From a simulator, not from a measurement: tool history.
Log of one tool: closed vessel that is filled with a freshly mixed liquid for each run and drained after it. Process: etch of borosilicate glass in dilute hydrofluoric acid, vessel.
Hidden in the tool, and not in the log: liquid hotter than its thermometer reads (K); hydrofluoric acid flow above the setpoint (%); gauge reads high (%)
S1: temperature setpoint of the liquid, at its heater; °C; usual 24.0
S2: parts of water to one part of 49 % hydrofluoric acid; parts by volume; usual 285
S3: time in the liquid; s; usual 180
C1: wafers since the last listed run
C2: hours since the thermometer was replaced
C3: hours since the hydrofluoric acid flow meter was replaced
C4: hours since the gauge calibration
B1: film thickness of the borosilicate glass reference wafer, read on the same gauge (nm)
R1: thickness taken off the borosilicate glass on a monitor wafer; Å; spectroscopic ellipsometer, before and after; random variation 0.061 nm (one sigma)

run 1 hour=0.0 | S1=24.0 S2=285 S3=180 | C1=0 C2=1249.5 C3=2022.6 C4=209.9 | B1=80.02 | R1=170.4
run 2 hour=12.5 | S1=24.0 S2=285 S3=180 | C1=1306 C2=1262.0 C3=2035.1 C4=222.4 | B1=79.99 | R1=168.8
-- hour=18.5 gauge calibrated
run 3 hour=18.9 | S1=24.0 S2=285 S3=180 | C1=669 C2=1268.4 C3=2041.5 C4=0.4 | B1=79.98 | R1=169.9
run 4 hour=33.8 | S1=24.0 S2=285 S3=180 | C1=1557 C2=1283.3 C3=2056.4 C4=15.3 | B1=80.06 | R1=168.6
run 5 hour=43.2 | S1=24.0 S2=285 S3=95 | C1=982 C2=1292.7 C3=2065.8 C4=24.7 | B1=80.01 | R1=89.9
run 6 hour=50.3 | S1=24.0 S2=285 S3=95 | C1=742 C2=1299.8 C3=2072.9 C4=31.8 | B1=80.04 | R1=89.5
run 7 hour=56.3 | S1=24.0 S2=285 S3=95 | C1=627 C2=1305.8 C3=2078.9 C4=37.8 | B1=79.97 | R1=89.6
run 8 hour=70.4 | S1=24.0 S2=285 S3=180 | C1=1473 C2=1319.9 C3=2093.0 C4=51.9 | B1=80.03 | R1=170.2
run 9 hour=83.3 | S1=24.0 S2=285 S3=180 | C1=1348 C2=1332.8 C3=2105.9 C4=64.8 | B1=79.99 | R1=171.9
run 10 hour=90.9 | S1=24.0 S2=285 S3=180 | C1=794 C2=1340.4 C3=2113.5 C4=72.4 | B1=79.99 | R1=171.4
-- hour=93.7 hydrofluoric acid flow meter replaced
run 11 hour=104.2 | S1=27.0 S2=285 S3=235 | C1=1285 C2=1353.7 C3=10.5 C4=85.7 | B1=79.93 | R1=248.2
run 12 hour=116.2 | S1=27.0 S2=285 S3=235 | C1=1254 C2=1365.7 C3=22.5 C4=97.7 | B1=80.01 | R1=245.1
run 13 hour=130.7 | S1=27.0 S2=285 S3=235 | C1=1515 C2=1380.2 C3=37.0 C4=112.2 | B1=80.03 | R1=247.3
run 14 hour=141.8 | S1=24.0 S2=360 S3=180 | C1=1160 C2=1391.3 C3=48.1 C4=123.3 | B1=79.99 | R1=125.9
run 15 hour=153.9 | S1=25.5 S2=215 S3=230 | C1=1264 C2=1403.4 C3=60.2 C4=135.4 | B1=80.01 | R1=328.4
run 16 hour=166.1 | S1=24.0 S2=285 S3=95 | C1=1275 C2=1415.6 C3=72.4 C4=147.6 | B1=80.03 | R1=90.6
-- hour=170.8 thermometer replaced
run 17 hour=178.1 | S1=19.0 S2=420 S3=180 | C1=1149 C2=7.3 C3=84.4 C4=159.6 | B1=79.98 | R1=80.3
run 18 hour=185.9 | S1=27.5 S2=240 S3=235 | C1=815 C2=15.1 C3=92.2 C4=167.4 | B1=79.97 | R1=291.1
run 19 hour=199.0 | S1=24.0 S2=285 S3=180 | C1=1369 C2=28.2 C3=105.3 C4=180.5 | B1=80.02 | R1=158.7
run 20 hour=209.3 | S1=24.0 S2=285 S3=145 | C1=1076 C2=38.5 C3=115.6 C4=190.8 | B1=80.02 | R1=127.2
-- hour=222.2 gauge calibrated
run 21 hour=224.4 | S1=28.0 S2=420 S3=105 | C1=1578 C2=53.6 C3=130.7 C4=2.2 | B1=79.94 | R1=62.7
run 22 hour=239.3 | S1=21.5 S2=355 S3=180 | C1=1557 C2=68.5 C3=145.6 C4=17.1 | B1=79.97 | R1=109.9
run 23 hour=246.8 | S1=24.0 S2=285 S3=150 | C1=783 C2=76.0 C3=153.1 C4=24.6 | B1=80.00 | R1=132.7
run 24 hour=256.9 | S1=22.5 S2=285 S3=240 | C1=1055 C2=86.1 C3=163.2 C4=34.7 | B1=80.07 | R1=201.3
run 25 hour=270.5 | S1=24.0 S2=225 S3=110 | C1=1421 C2=99.7 C3=176.8 C4=48.3 | B1=79.98 | R1=130.4
run 26 hour=281.0 | S1=24.0 S2=285 S3=220 | C1=1097 C2=110.2 C3=187.3 C4=58.8 | B1=80.02 | R1=194.0

The same runs without the tool's hidden state, with the same run-to-run variation:
run=1 R1=158.6
run=2 R1=157.0
run=3 R1=157.9
run=4 R1=156.6
run=5 R1=83.5
run=6 R1=83.1
run=7 R1=83.1
run=8 R1=157.8
run=9 R1=159.3
run=10 R1=158.8
run=11 R1=230.4
run=12 R1=227.3
run=13 R1=229.2
run=14 R1=116.7
run=15 R1=302.4
run=16 R1=83.6
run=17 R1=80.2
run=18 R1=290.6
run=19 R1=158.4
run=20 R1=126.8
run=21 R1=62.4
run=22 R1=109.4
run=23 R1=132.1
run=24 R1=200.2
run=25 R1=129.5
run=26 R1=192.6
